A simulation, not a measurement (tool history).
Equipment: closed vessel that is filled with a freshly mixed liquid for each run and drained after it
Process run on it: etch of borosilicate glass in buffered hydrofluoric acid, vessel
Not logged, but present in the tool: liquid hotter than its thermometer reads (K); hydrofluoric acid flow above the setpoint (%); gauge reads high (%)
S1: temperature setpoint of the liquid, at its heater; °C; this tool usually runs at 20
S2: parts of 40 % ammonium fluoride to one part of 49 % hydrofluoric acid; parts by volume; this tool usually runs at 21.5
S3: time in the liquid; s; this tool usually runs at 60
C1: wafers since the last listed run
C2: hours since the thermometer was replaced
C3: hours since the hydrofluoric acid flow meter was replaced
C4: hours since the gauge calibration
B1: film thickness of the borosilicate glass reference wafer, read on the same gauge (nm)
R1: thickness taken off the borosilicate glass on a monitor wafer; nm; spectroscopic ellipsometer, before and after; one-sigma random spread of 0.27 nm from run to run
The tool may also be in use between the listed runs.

{"run": 1, "hour": 0.0, "S1": 20, "S2": 21.5, "S3": 60, "C1": 0, "C2": 168.9, "C3": 180.7, "C4": 59.6, "B1": 89.98, "R1": 30.36}
{"run": 2, "hour": 32.8, "S1": 20, "S2": 21.5, "S3": 60, "C1": 4635, "C2": 201.7, "C3": 213.5, "C4": 92.4, "B1": 90, "R1": 31.04}
{"run": 3, "hour": 93.4, "S1": 20, "S2": 21.5, "S3": 60, "C1": 8564, "C2": 262.3, "C3": 274.1, "C4": 153, "B1": 90.03, "R1": 30.28}
{"run": 4, "hour": 140.6, "S1": 20, "S2": 21.5, "S3": 60, "C1": 6670, "C2": 309.5, "C3": 321.3, "C4": 200.2, "B1": 89.97, "R1": 30.39}
{"run": 5, "hour": 176.9, "S1": 20, "S2": 21.5, "S3": 60, "C1": 5130, "C2": 345.8, "C3": 357.6, "C4": 236.5, "B1": 89.94, "R1": 30.6}
{"run": 6, "hour": 248.4, "S1": 20, "S2": 21.5, "S3": 60, "C1": 10105, "C2": 417.3, "C3": 429.1, "C4": 308, "B1": 90.05, "R1": 30.3}
{"run": 7, "hour": 314.0, "S1": 20, "S2": 21.5, "S3": 60, "C1": 9271, "C2": 482.9, "C3": 494.7, "C4": 373.6, "B1": 90.02, "R1": 30.21}
{"run": 8, "hour": 358.7, "S1": 20, "S2": 24, "S3": 60, "C1": 6317, "C2": 527.6, "C3": 539.4, "C4": 418.3, "B1": 89.97, "R1": 27.65}
{"hour": 393.6, "done": "thermometer replaced"}
{"run": 9, "hour": 404.7, "S1": 20, "S2": 24, "S3": 60, "C1": 6360, "C2": 11.1, "C3": 585.4, "C4": 464.3, "B1": 89.93, "R1": 28.06}
{"run": 10, "hour": 461.7, "S1": 21.5, "S2": 21.5, "S3": 60, "C1": 8056, "C2": 68.1, "C3": 642.4, "C4": 521.3, "B1": 90.05, "R1": 32.66}
{"run": 11, "hour": 569.1, "S1": 18.5, "S2": 21.5, "S3": 70, "C1": 15179, "C2": 175.5, "C3": 749.8, "C4": 628.7, "B1": 89.93, "R1": 32.94}
{"hour": 584.1, "done": "hydrofluoric acid flow meter replaced"}
{"run": 12, "hour": 624.9, "S1": 20, "S2": 21.5, "S3": 60, "C1": 7745, "C2": 231.3, "C3": 40.8, "C4": 684.5, "B1": 89.97, "R1": 30.6}
{"run": 13, "hour": 664.2, "S1": 20, "S2": 21.5, "S3": 60, "C1": 5554, "C2": 270.6, "C3": 80.1, "C4": 723.8, "B1": 90.01, "R1": 30.56}
{"run": 14, "hour": 701.6, "S1": 20, "S2": 26, "S3": 60, "C1": 5285, "C2": 308, "C3": 117.5, "C4": 761.2, "B1": 90.07, "R1": 26.28}
{"run": 15, "hour": 768.6, "S1": 20, "S2": 21.5, "S3": 60, "C1": 9469, "C2": 375, "C3": 184.5, "C4": 828.2, "B1": 90.02, "R1": 30.11}
{"run": 16, "hour": 816.6, "S1": 21.5, "S2": 13.5, "S3": 90, "C1": 6784, "C2": 423, "C3": 232.5, "C4": 876.2, "B1": 90.01, "R1": 76.92}
{"run": 17, "hour": 869.4, "S1": 22.5, "S2": 25.5, "S3": 30, "C1": 7462, "C2": 475.8, "C3": 285.3, "C4": 929, "B1": 90, "R1": 15.28}
{"hour": 896.4, "done": "gauge calibrated"}
{"run": 18, "hour": 902.9, "S1": 22.5, "S2": 26.5, "S3": 95, "C1": 4734, "C2": 509.3, "C3": 318.8, "C4": 6.5, "B1": 89.98, "R1": 48.67}
{"run": 19, "hour": 932.4, "S1": 20, "S2": 13.5, "S3": 60, "C1": 4169, "C2": 538.8, "C3": 348.3, "C4": 36, "B1": 89.97, "R1": 47.21}
{"hour": 1034.5, "done": "thermometer replaced"}
{"run": 20, "hour": 1079.3, "S1": 20, "S2": 21.5, "S3": 60, "C1": 20620, "C2": 44.8, "C3": 495.2, "C4": 182.9, "B1": 89.99, "R1": 30.98}
{"run": 21, "hour": 1142.3, "S1": 24, "S2": 28, "S3": 45, "C1": 8904, "C2": 107.8, "C3": 558.2, "C4": 245.9, "B1": 89.99, "R1": 23.45}

3 options for the next run, each taken on its own from the tool as it stands now. Forecast them:
{"run": "A", "hour": 1143.0, "S1": 20, "S2": 21.5, "S3": 60, "C1": 98, "C2": 108.5, "C3": 558.9, "C4": 246.6, "B1": "?", "R1": "?"}
{"run": "B", "hour": 1143.0, "S1": 22, "S2": 29, "S3": 75, "C1": 98, "C2": 108.5, "C3": 558.9, "C4": 246.6, "B1": "?", "R1": "?"}
{"run": "C", "hour": 1143.0, "S1": 17.5, "S2": 24, "S3": 40, "C1": 98, "C2": 108.5, "C3": 558.9, "C4": 246.6, "B1": "?", "R1": "?"}

run=A B1=89.95 R1=30.42
run=B B1=89.95 R1=34.48
run=C B1=89.95 R1=16.35
Without the tool's hidden state the same runs would have given:
run=A R1=30.42
run=B R1=34.48
run=C R1=16.35
